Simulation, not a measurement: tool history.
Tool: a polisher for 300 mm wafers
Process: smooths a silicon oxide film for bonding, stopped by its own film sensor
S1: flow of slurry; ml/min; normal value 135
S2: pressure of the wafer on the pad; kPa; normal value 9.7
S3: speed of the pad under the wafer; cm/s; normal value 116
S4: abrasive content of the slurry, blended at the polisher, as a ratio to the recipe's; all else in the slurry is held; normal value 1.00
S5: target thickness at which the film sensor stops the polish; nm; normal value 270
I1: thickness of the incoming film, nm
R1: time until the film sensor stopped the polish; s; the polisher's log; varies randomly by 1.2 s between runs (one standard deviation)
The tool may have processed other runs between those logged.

run	hour	S1	S2	S3	S4	S5	I1	R1
1	0.0	135	9.7	116	1.00	270	309.8	76.8
# hour 8.0: head pressure recalibrated
2	41.0	135	9.7	116	1.00	270	308.1	74.0
# hour 81.7: slurry blender recalibrated
3	88.1	135	9.7	116	1.00	270	305.0	68.0
4	126.3	135	7.6	116	1.00	270	308.9	98.0
# hour 137.2: worn pad replaced by a new one
5	184.1	135	7.6	116	1.00	270	304.7	90.0
6	229.2	135	9.7	116	1.00	270	309.4	79.3
7	296.0	135	9.7	116	1.00	270	310.0	84.9
# hour 316.8: slurry nozzle cleaned
8	342.7	135	9.7	116	1.00	270	308.2	72.4
9	400.5	135	9.7	116	1.00	270	310.8	78.8
# hour 504.2: slurry blender recalibrated
10	504.7	135	9.7	116	1.00	270	310.7	78.1
11	557.4	135	9.7	116	1.25	270	307.6	65.8
# hour 664.4: worn pad replaced by a new one
12	664.9	135	9.7	116	1.00	270	310.3	81.4
13	719.1	135	9.7	116	1.00	270	309.3	76.6
14	789.9	135	9.7	116	1.00	258	308.9	105.7
15	845.0	135	9.7	116	1.00	270	305.5	74.5
# hour 854.2: slurry nozzle cleaned
16	906.1	135	9.7	116	1.00	270	309.5	75.8
# hour 922.5: slurry blender recalibrated
17	994.0	135	9.7	82	1.00	275	307.7	81.6
18	1041.6	135	9.7	116	1.00	274	313.0	74.8
19	1078.3	160	9.7	116	0.80	270	309.7	83.8
20	1126.7	135	9.7	116	1.00	270	310.9	80.2
# hour 1184.4: worn pad replaced by a new one
21	1205.8	100	9.7	116	1.00	258	310.5	111.1
22	1257.6	135	12.4	116	1.00	281	308.4	42.7
# hour 1264.6: head pressure recalibrated
23	1360.2	135	9.7	116	1.00	270	312.7	88.2
# hour 1382.1: slurry nozzle cleaned
# hour 1434.8: slurry blender recalibrated
24	1465.4	135	9.7	116	1.00	270	313.7	81.4
25	1556.3	135	11.0	116	1.00	270	313.3	72.7
26	1595.8	135	6.9	116	1.00	283	310.5	72.5
27	1634.6	90	9.7	132	1.00	280	314.4	62.3
# hour 1649.3: worn pad replaced by a new one
28	1711.8	110	9.7	92	1.00	262	310.9	117.3
29	1770.1	135	9.7	116	1.00	270	310.8	82.4

Selected run-to-run steps in R1, each split into two signed amounts: the part the tool would show with no hidden state at all (from settings, incoming material and random variation), and the remainder, which goes to the hidden state together with any gauge scatter not common to the measured and the hidden-state-free results:
The hidden state here: removal rate lost through wear of the pad, %; slurry flow missing at the pad, %; deviation of the head's pressure from its setpoint, %; abrasive missing from the slurry, %.
Run 7 -> 8: slurry nozzle cleaned. R1 -12.5 s: hidden state -7.6, all else -4.9.
Run 21 -> 22: S1 100 -> 135, S2 9.7 -> 12.4, S5 258 -> 281. R1 -68.4 s: hidden state -2.6, all else -65.8.
Run 23 -> 24: slurry nozzle cleaned, slurry blender recalibrated. R1 -6.8 s: hidden state -7.5, all else +0.7.
Run 27 -> 28: S1 90 -> 110, S3 132 -> 92, S5 280 -> 262, worn pad replaced by a new one. R1 +55.0 s: hidden state +2.7, all else +52.3.
